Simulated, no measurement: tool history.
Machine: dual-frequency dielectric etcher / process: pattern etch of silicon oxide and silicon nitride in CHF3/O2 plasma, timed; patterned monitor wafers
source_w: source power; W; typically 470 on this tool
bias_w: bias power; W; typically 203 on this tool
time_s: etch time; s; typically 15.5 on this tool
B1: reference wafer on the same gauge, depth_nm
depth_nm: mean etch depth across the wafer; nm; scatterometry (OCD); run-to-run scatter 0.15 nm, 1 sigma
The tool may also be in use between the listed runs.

Run 1, day 0: usual settings but source_w 510 W, bias_w 192 W; B1 18.37. Result: depth_nm 22.15 nm.
Run 2, day 0.625: usual settings but source_w 510 W, bias_w 192 W; B1 18.4. Result: depth_nm 22.16 nm.
Run 3, day 1.367: usual settings; B1 18.43. Result: depth_nm 22.35 nm.
Run 4, day 1.904: usual settings but source_w 410 W, time_s 16.5 s; B1 18.36. Result: depth_nm 22.87 nm.
Run 5, day 2.479: usual settings but source_w 410 W, time_s 16.5 s; B1 18.43. Result: depth_nm 23.07 nm.
Run 6, day 2.762: usual settings but source_w 400 W; B1 18.44. Result: depth_nm 21.5 nm.
Run 7, day 3.096: usual settings but source_w 400 W; B1 18.42. Result: depth_nm 21.38 nm.
Run 8, day 3.538: usual settings but source_w 400 W; B1 18.42. Result: depth_nm 21.66 nm.
At day 4.012: bias power generator calibrated.
Run 9, day 4.033: usual settings but source_w 530 W; B1 18.4. Result: depth_nm 23.2 nm.
Run 10, day 4.217: usual settings but source_w 530 W; B1 18.39. Result: depth_nm 23.32 nm.
Run 11, day 4.838: usual settings; B1 18.43. Result: depth_nm 22.45 nm.
Run 12, day 5.308: usual settings; B1 18.37. Result: depth_nm 22.63 nm.
Run 13, day 5.704: usual settings but bias_w 236 W; B1 18.38. Result: depth_nm 24.49 nm.
Run 14, day 6.062: usual settings; B1 18.39. Result: depth_nm 22.64 nm.
At day 7.208: upper electrode replaced.
Run 15, day 7.229: usual settings but source_w 510 W, bias_w 192 W; B1 18.42. Result: depth_nm 22.3 nm.
At day 7.242: gauge calibrated.
Run 16, day 7.242: usual settings but bias_w 227 W; B1 18.39. Result: depth_nm 24.16 nm.

Run 17 comes next. What will it give?
Run 17, day 7.254: usual settings but source_w 570 W, bias_w 222 W, time_s 19.5 s; B1 ?. Result: depth_nm ?.

B1: 18.41
depth_nm: 31.28 nm
Had the tool carried no hidden state, the very same run would have given depth_nm 30.22 nm.
